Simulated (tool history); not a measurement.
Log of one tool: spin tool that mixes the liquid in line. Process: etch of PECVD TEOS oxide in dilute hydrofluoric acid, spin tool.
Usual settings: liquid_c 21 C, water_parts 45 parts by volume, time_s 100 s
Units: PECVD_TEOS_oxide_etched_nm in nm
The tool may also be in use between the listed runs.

run,day,liquid_c,water_parts,time_s,wafers since the last listed run,hours since the thermometer was replaced,hours since the hydrofluoric acid flow meter was replaced,hours since the gauge calibration,"read-back film thickness of the PECVD TEOS oxide reference wafer, read on the same gauge (nm)",PECVD_TEOS_oxide_etched_nm
1,0,24,45,100,0,2139.6,104.8,581.5,39.99,31.76
2,2.754,21,45,100,718,2205.7,170.9,647.6,39.98,27.59
3,5.217,21,45,100,642,2264.8,230,706.7,40,27.72
4,6.433,21,45,100,317,2294,259.2,735.9,40.01,27.72
5,8.904,21,45,100,644,2353.3,318.5,795.2,39.99,28.03
6,11.217,21,45,100,603,2408.8,374,850.7,40,27.95
# day 13.021: hydrofluoric acid flow meter replaced
7,13.433,23,45,100,567,2462,9.9,903.9,39.99,30.25
8,15.346,23,45,100,499,2507.9,55.8,949.8,39.99,30.29
9,20.938,21,45,100,1459,2642.1,190,1084,40,27.69
# day 21.108: thermometer replaced
10,24.208,21,45,100,842,74.4,268.5,1162.5,39.99,25.6
11,26.225,21,45,100,526,122.8,316.9,1210.9,40.01,25.95
12,28.592,21,45,100,617,179.6,373.7,1267.7,40.01,25.93
# day 29.879: hydrofluoric acid flow meter replaced
# day 30.158: gauge calibrated
13,30.183,21,45,100,404,217.8,7.3,0.6,40.02,25.63
14,32.579,21,45,100,625,275.3,64.8,58.1,40.01,25.9
15,33.671,21,40,100,284,301.5,91,84.3,40,29.08
16,35.367,21,45,100,442,342.2,131.7,125,39.99,25.91
17,38.292,24.5,45,140,763,412.4,201.9,195.2,40.01,42.28
18,39.667,21,45,100,358,445.4,234.9,228.2,40.02,26.19
19,41.258,21,45,85,415,483.6,273.1,266.4,40.01,22.32
20,44.475,21,30,100,839,560.8,350.3,343.6,39.99,40.17
21,47.179,21,45,100,705,625.7,415.2,408.5,40.01,26.23
# day 47.908: hydrofluoric acid flow meter replaced
22,49.717,21,45,125,651,686.6,43.4,469.4,39.99,32.6
23,52.267,18.5,65,100,665,747.8,104.6,530.6,40,16.09
24,55.171,23,65,45,757,817.5,174.3,600.3,39.99,8.66
25,56.808,18.5,45,65,427,856.8,213.6,639.6,40,15.32
26,58.775,18,30,125,513,904,260.8,686.8,39.99,44.03
27,61.75,21,45,100,776,975.4,332.2,758.2,40,26.44
28,63.867,23.5,45,100,552,1026.2,383,809,40,29.37
29,65.342,25.5,35,100,384,1061.6,418.4,844.4,40.01,41.79
# day 66.892: hydrofluoric acid flow meter replaced
30,68.204,24,40,140,736,1130.3,31.5,913.1,39.99,48.05

5 ways to go on from here, each from the tool as it stands after run 30. What would each give?
A,68.221,21,45,100,4,1130.7,31.9,913.5,?,?
B,68.221,24.5,55,55,4,1130.7,31.9,913.5,?,?
C,68.221,21,45,150,4,1130.7,31.9,913.5,?,?
D,68.221,21,45,155,4,1130.7,31.9,913.5,?,?
E,68.221,17,45,100,4,1130.7,31.9,913.5,?,?

run,"read-back film thickness of the PECVD TEOS oxide reference wafer, read on the same gauge (nm)",PECVD_TEOS_oxide_etched_nm
A,39.99,26.64
B,39.99,13.67
C,39.99,39.95
D,39.99,41.29
E,39.99,22.46
Without the tool's hidden state the same runs would have given:
run,PECVD_TEOS_oxide_etched_nm
A,25.58
B,13.14
C,38.37
D,39.65
E,21.54
